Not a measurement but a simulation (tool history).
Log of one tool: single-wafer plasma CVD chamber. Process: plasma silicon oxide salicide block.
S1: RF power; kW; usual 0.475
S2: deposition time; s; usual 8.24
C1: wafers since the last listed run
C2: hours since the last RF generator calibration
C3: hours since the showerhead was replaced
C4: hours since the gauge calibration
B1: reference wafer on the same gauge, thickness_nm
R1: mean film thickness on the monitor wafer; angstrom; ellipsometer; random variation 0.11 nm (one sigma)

run	hour	S1	S2	C1	C2	C3	C4	B1	R1
1	0	0.475	8.24	0	1800.6	4686.1	255.2	78.395	727.96
2	33.2	0.475	8.24	812	1833.8	4719.3	288.4	78.383	727.62
3	65.8	0.475	8.24	798	1866.4	4751.9	321	78.416	726.71
4	93.8	0.475	8.24	685	1894.4	4779.9	349	78.408	725.62
5	120.2	0.53	8.65	646	1920.8	4806.3	375.4	78.428	782.13
6	145.6	0.53	8.65	621	1946.2	4831.7	400.8	78.4	782.74
7	163	0.475	8.24	426	1963.6	4849.1	418.2	78.382	725.39
# hour 169.4: gauge calibrated
# hour 232.3: RF generator calibrated
8	237.9	0.475	8.24	1638	5.6	4924	68.5	78.415	744.05
9	261.4	0.475	8.24	575	29.1	4947.5	92	78.422	742.46
10	276.1	0.475	8.24	359	43.8	4962.2	106.7	78.417	741.12
11	300.4	0.475	8.24	594	68.1	4986.5	131	78.392	742.18
12	317.5	0.55	9	418	85.2	5003.6	148.1	78.404	840.52
# hour 349.9: showerhead replaced
13	416.2	0.565	6.66	2220	183.9	66.3	246.8	78.397	624.87
14	450.2	0.51	8.24	832	217.9	100.3	280.8	78.382	754.01
15	472.7	0.515	8.24	550	240.4	122.8	303.3	78.396	755.02
16	500.5	0.54	8.81	680	268.2	150.6	331.1	78.377	817.61
17	524.7	0.395	9.34	592	292.4	174.8	355.3	78.397	804.07
18	548.4	0.475	8.24	580	316.1	198.5	379	78.371	737.66
19	560.7	0.525	7.82	301	328.4	210.8	391.3	78.402	718.96

Forecast each of these 5 alternatives for the next run:
A	561.1	0.475	8.24	9	328.8	211.2	391.7	?	?
B	561.1	0.555	7.79	9	328.8	211.2	391.7	?	?
C	561.1	0.45	9.16	9	328.8	211.2	391.7	?	?
D	561.1	0.43	9.87	9	328.8	211.2	391.7	?	?
E	561.1	0.475	9.49	9	328.8	211.2	391.7	?	?

run	B1	R1
A	78.372	739.15
B	78.372	725.64
C	78.372	811.2
D	78.372	864.8
E	78.372	851.28
Without the tool's hidden state the same runs would have given:
run	R1
A	741.68
B	728.12
C	813.98
D	867.76
E	854.19
